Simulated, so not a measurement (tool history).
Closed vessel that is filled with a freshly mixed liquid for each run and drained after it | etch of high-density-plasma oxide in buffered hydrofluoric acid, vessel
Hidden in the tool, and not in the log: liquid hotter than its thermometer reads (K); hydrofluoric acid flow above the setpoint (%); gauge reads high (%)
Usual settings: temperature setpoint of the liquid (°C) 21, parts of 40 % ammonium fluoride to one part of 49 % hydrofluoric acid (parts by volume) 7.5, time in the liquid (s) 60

run    hour  temperature setpoint of the liquid (°C)  parts of 40 % ammonium fluoride to one part of 49 % hydrofluoric acid (parts by volume)  time in the liquid (s)  wafers since the last listed run  hours since the thermometer was replaced  hours since the hydrofluoric acid flow meter was replaced  hours since the gauge calibration  read-back film thickness of the high-density-plasma oxide reference wafer, read on the same gauge (nm)  thickness taken off the high-density-plasma oxide on a monitor wafer (nm)
  1       0                                       21                                                                                        9                      60                                 0                                    1541.8                                                        130                              994.8                                                                                                   42.09                                                                      69.74
  2    37.8                                       21                                                                                        9                      60                              4351                                    1579.6                                                      167.8                             1032.6                                                                                                   42.17                                                                      69.21
  3   136.4                                       21                                                                                      7.5                      60                             11350                                    1678.2                                                      266.4                             1131.2                                                                                                   42.18                                                                      84.18
  4   192.7                                       21                                                                                      7.5                      60                              6481                                    1734.5                                                      322.7                             1187.5                                                                                                   42.22                                                                      84.69
  5   228.7                                       21                                                                                      7.5                      60                              4144                                    1770.5                                                      358.7                             1223.5                                                                                                   42.21                                                                      84.58
  6   316.7                                       21                                                                                      7.5                      60                             10130                                    1858.5                                                      446.7                             1311.5                                                                                                    42.3                                                                      85.51
  7   388.8                                       21                                                                                      7.5                      60                              8299                                    1930.6                                                      518.8                             1383.6                                                                                                    42.3                                                                      85.11
  8     429                                       21                                                                                      7.5                      60                              4627                                    1970.8                                                        559                             1423.8                                                                                                   42.39                                                                      85.35
  9   503.9                                       20                                                                                      7.5                      60                              8622                                    2045.7                                                      633.9                             1498.7                                                                                                   42.36                                                                      80.73
 10   611.7                                       21                                                                                      7.5                      60                             12409                                    2153.5                                                      741.7                             1606.5                                                                                                   42.46                                                                      85.22
 11   659.9                                       21                                                                                      7.5                      60                              5548                                    2201.7                                                      789.9                             1654.7                                                                                                   42.45                                                                      85.55
      759.5  -- thermometer replaced
 12     831                                       22                                                                                      7.5                      60                             19581                                      71.5                                                        961                             1825.8                                                                                                   42.56                                                                      90.51
      833.2  -- hydrofluoric acid flow meter replaced
 13     907                                       22                                                                                      7.5                      60                              8633                                     147.5                                                       73.8                             1901.8                                                                                                   42.54                                                                      89.72
 14  1108.5                                       22                                                                                      7.5                      60                             23195                                       349                                                      275.3                             2103.3                                                                                                   42.57                                                                      90.48
 15  1174.7                                       21                                                                                      7.5                      95                              7620                                     415.2                                                      341.5                             2169.5                                                                                                   42.61                                                                      136.3
 16    1228                                     23.5                                                                                      6.5                      60                              6135                                     468.5                                                      394.8                             2222.8                                                                                                    42.6                                                                     112.17
 17    1287                                       21                                                                                      7.5                      35                              6791                                     527.5                                                      453.8                             2281.8                                                                                                   42.63                                                                      50.17
 18  1390.8                                       21                                                                                      7.5                      60                             11949                                     631.3                                                      557.6                             2385.6                                                                                                   42.66                                                                      84.33
     1448.4  -- gauge calibrated
 19  1481.2                                       21                                                                                      7.5                      90                             10406                                     721.7                                                        648                               32.8                                                                                                   39.75                                                                     120.29
 20  1572.5                                       21                                                                                      9.5                      30                             10510                                       813                                                      739.3                              124.1                                                                                                   40.05                                                                      32.01
 21  1660.7                                       21                                                                                      8.5                      40                             10153                                     901.2                                                      827.5                              212.3                                                                                                   40.29                                                                      47.16
     1706.9  -- hydrofluoric acid flow meter replaced
 22  1707.4                                       25                                                                                       10                      35                              5260                                     947.9                                                        0.5                                259                                                                                                   40.44                                                                      45.57
 23  1744.1                                       21                                                                                      6.5                      60                              4224                                     984.6                                                       37.2                              295.7                                                                                                   40.48                                                                      94.14
 24  1817.6                                     19.5                                                                                        5                      40                              8461                                    1058.1                                                      110.7                              369.2                                                                                                   40.67                                                                      73.05
 25  2035.3                                       19                                                                                      7.5                      90                             25060                                    1275.8                                                      328.4                              586.9                                                                                                   41.02                                                                     109.43
 26  2121.2                                       21                                                                                      7.5                      60                              9888                                    1361.7                                                      414.3                              672.8                                                                                                   41.17                                                                      82.68
 27  2180.6                                     19.5                                                                                      7.5                      40                              6837                                    1421.1                                                      473.7                              732.2                                                                                                   41.22                                                                      50.91
 28  2243.2                                       17                                                                                        9                      60                              7206                                    1483.7                                                      536.3                              794.8                                                                                                   41.35                                                                      54.99
 29  2285.2                                       21                                                                                      7.5                      60                              4834                                    1525.7                                                      578.3                              836.8                                                                                                   41.36                                                                      82.72

Forecast each of these 4 alternatives for the next run:
  A  2285.9                                       21                                                                                      7.5                      60                                80                                    1526.4                                                        579                              837.5                                                                                                       ?                                                                          ?
  B  2285.9                                       25                                                                                      7.5                      60                                80                                    1526.4                                                        579                              837.5                                                                                                       ?                                                                          ?
  C  2285.9                                       21                                                                                      7.5                      70                                80                                    1526.4                                                        579                              837.5                                                                                                       ?                                                                          ?
  D  2285.9                                       21                                                                                     10.5                      60                                80                                    1526.4                                                        579                              837.5                                                                                                       ?                                                                          ?

run  read-back film thickness of the high-density-plasma oxide reference wafer, read on the same gauge (nm)  thickness taken off the high-density-plasma oxide on a monitor wafer (nm)
  A                                                                                                   41.39                                                                      83.71
  B                                                                                                   41.39                                                                     104.24
  C                                                                                                   41.39                                                                      97.67
  D                                                                                                   41.39                                                                      61.31
Without the tool's hidden state the same runs would have given:
run  thickness taken off the high-density-plasma oxide on a monitor wafer (nm)
  A                                                                      80.93
  B                                                                     100.77
  C                                                                      94.42
  D                                                                      59.27

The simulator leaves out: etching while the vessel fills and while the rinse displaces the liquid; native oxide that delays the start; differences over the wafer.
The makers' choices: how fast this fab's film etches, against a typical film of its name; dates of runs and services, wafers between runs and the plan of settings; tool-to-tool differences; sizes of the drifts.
